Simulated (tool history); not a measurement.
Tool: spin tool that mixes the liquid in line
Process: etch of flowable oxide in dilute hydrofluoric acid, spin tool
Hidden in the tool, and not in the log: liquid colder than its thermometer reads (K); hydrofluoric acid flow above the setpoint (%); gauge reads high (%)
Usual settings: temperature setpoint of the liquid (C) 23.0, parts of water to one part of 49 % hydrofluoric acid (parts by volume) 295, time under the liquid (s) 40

run	day	temperature setpoint of the liquid (C)	parts of water to one part of 49 % hydrofluoric acid (parts by volume)	time under the liquid (s)	wafers since the last listed run	hours since the thermometer was replaced	hours since the hydrofluoric acid flow meter was replaced	hours since the gauge calibration	read-back film thickness of the flowable oxide reference wafer, read on the same gauge (nm)	thickness taken off the flowable oxide on a monitor wafer (angstrom)
1	0.000	23.0	295	40	0	1575.5	1069.5	735.2	90.001	47.30
2	1.458	23.0	295	40	311	1610.5	1104.5	770.2	89.978	47.22
3	2.079	23.0	295	30	132	1625.4	1119.4	785.1	89.996	35.96
4	3.258	23.0	295	30	251	1653.7	1147.7	813.4	89.975	35.15
# day 3.438: thermometer replaced
5	3.829	24.0	295	40	112	9.4	1161.4	827.1	90.018	49.53
6	4.671	24.0	295	40	179	29.6	1181.6	847.3	89.996	49.36
7	5.946	24.0	295	40	272	60.2	1212.2	877.9	89.962	49.66
# day 9.350: hydrofluoric acid flow meter replaced
8	9.962	21.5	295	40	848	156.6	14.7	974.3	89.979	48.21
9	11.433	21.5	295	40	313	191.9	50.0	1009.6	89.962	48.44
10	12.050	21.0	155	25	131	206.7	64.8	1024.4	90.007	64.12
11	12.908	23.0	295	40	183	227.3	85.4	1045.0	89.936	51.28
12	14.346	20.5	210	40	306	261.8	119.9	1079.5	90.049	71.55
13	15.000	23.0	155	40	139	277.5	135.6	1095.2	90.016	112.65
14	16.150	23.0	295	40	245	305.1	163.2	1122.8	90.017	51.27
# day 16.533: gauge calibrated
15	16.925	27.5	295	65	165	323.7	181.8	9.4	90.034	97.63
16	18.067	25.0	170	20	243	351.1	209.2	36.8	90.021	54.32
17	20.558	23.0	340	40	531	410.9	269.0	96.6	89.963	42.82
18	21.383	23.0	435	60	176	430.7	288.8	116.4	90.010	46.90
# day 21.708: hydrofluoric acid flow meter replaced, repeated, since the last time left the tool worse
19	21.900	25.0	295	20	101	443.1	4.6	128.8	89.968	23.82
20	22.904	23.0	295	50	214	467.2	28.7	152.9	90.011	55.42
21	24.146	23.0	240	40	264	497.0	58.5	182.7	89.996	57.65
22	24.700	23.0	295	40	118	510.3	71.8	196.0	89.975	45.17
23	25.812	24.5	440	20	237	537.0	98.5	222.7	90.032	13.68
24	26.379	23.0	295	20	120	550.6	112.1	236.3	89.984	22.35
25	29.550	23.0	295	40	676	626.7	188.2	312.4	90.015	44.70
26	30.338	24.5	345	60	168	645.6	207.1	331.3	89.944	58.05
27	31.425	23.0	295	25	232	671.7	233.2	357.4	90.030	27.92
28	32.650	20.5	415	40	261	701.1	262.6	386.8	90.021	26.58
29	33.567	23.0	295	40	195	723.1	284.6	408.8	90.009	45.19
30	34.362	18.5	195	50	169	742.2	303.7	427.9	90.012	79.81
31	35.242	23.0	190	50	187	763.3	324.8	449.0	90.003	98.43
32	36.162	27.5	360	40	196	785.4	346.9	471.1	90.042	40.96
33	37.271	19.5	420	50	236	812.0	373.5	497.7	90.023	31.68
34	38.100	25.5	425	40	176	831.9	393.4	517.6	90.001	30.68

How the hidden state differs across the entries between the runs, from the last listed run before each to the first after it:
Between runs 4 and 5: thermometer replaced (day 3.438)
  hydrofluoric acid flow above the setpoint (%): 6.18 -> 6.25
  measured less the result without the state, thickness taken off the flowable oxide on a monitor wafer (angstrom): +2.59 -> +3.70
Between runs 7 and 8: hydrofluoric acid flow meter replaced (day 9.350)
  hydrofluoric acid flow above the setpoint (%): 6.5 -> 12.5
  measured less the result without the state, thickness taken off the flowable oxide on a monitor wafer (angstrom): +3.86 -> +6.65
Between runs 14 and 15: gauge calibrated (day 16.533)
  hydrofluoric acid flow above the setpoint (%): 13.2 -> 13.3
  measured less the result without the state, thickness taken off the flowable oxide on a monitor wafer (angstrom): +7.49 -> +14.62
Between runs 18 and 19: hydrofluoric acid flow meter replaced, repeated, since the last time left the tool worse (day 21.708)
  hydrofluoric acid flow above the setpoint (%): 13.9 -> 0.989
  measured less the result without the state, thickness taken off the flowable oxide on a monitor wafer (angstrom): +7.57 -> +0.31
